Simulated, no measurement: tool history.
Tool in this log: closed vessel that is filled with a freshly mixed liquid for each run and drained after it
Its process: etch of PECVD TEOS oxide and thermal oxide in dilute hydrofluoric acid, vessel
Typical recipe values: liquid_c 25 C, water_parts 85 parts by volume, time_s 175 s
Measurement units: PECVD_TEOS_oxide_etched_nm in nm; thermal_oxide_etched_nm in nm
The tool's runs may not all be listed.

run   hour  liquid_c  water_parts  time_s  read-back film thickness of the PECVD TEOS oxide reference wafer, read on the same gauge (nm)  read-back film thickness of the thermal oxide reference wafer, read on the same gauge (nm)  PECVD_TEOS_oxide_etched_nm  thermal_oxide_etched_nm
  1      0        25           85     175                                                                                          89.97                                                                                          40                       56.08                    10.89
  2   54.7        21           60     175                                                                                          90.01                                                                                       40.01                       70.32                    13.49
     124.3  -- gauge calibrated
  3  142.9        21           60     175                                                                                             90                                                                                       40.02                        70.7                    13.46
  4  210.8      28.5           70     175                                                                                          90.03                                                                                       40.01                       81.08                    15.64
  5  302.2      28.5           70     175                                                                                          90.02                                                                                       39.98                       80.02                    15.63
  6  370.2      28.5           70     175                                                                                          89.99                                                                                       39.99                       83.27                    15.82
  7  406.3        25           85     175                                                                                          89.99                                                                                       39.99                       57.84                    11.28
  8  490.6        25           85     175                                                                                          89.97                                                                                       40.01                       57.96                     11.3
  9  567.5        25           85     175                                                                                          90.01                                                                                       40.01                       58.97                    11.34
 10  607.4        25           85     175                                                                                             90                                                                                          40                       59.34                    11.24
 11  664.4        25           85     175                                                                                          89.99                                                                                       40.03                       59.05                    11.43
 12  761.1        25          105     140                                                                                             90                                                                                       39.99                       37.97                     7.38
 13  960.9        25           85     130                                                                                          89.94                                                                                       39.99                       44.89                     8.58

Run 14 comes next. What will it give?
        984  -- hydrofluoric acid flow meter replaced
 14  1015.3        25           85      85                                                                                              ?                                                                                           ?                           ?                        ?

{"run 14": {"read-back film thickness of the PECVD TEOS oxide reference wafer, read on the same gauge (nm)": 90.04, "read-back film thickness of the thermal oxide reference wafer, read on the same gauge (nm)": 39.99, "PECVD_TEOS_oxide_etched_nm": 25.87, "thermal_oxide_etched_nm": 4.98}}
Were there no unlogged condition in the tool, this run, its random variation unchanged, would have produced PECVD_TEOS_oxide_etched_nm 25.71 nm, thermal_oxide_etched_nm 4.95 nm.
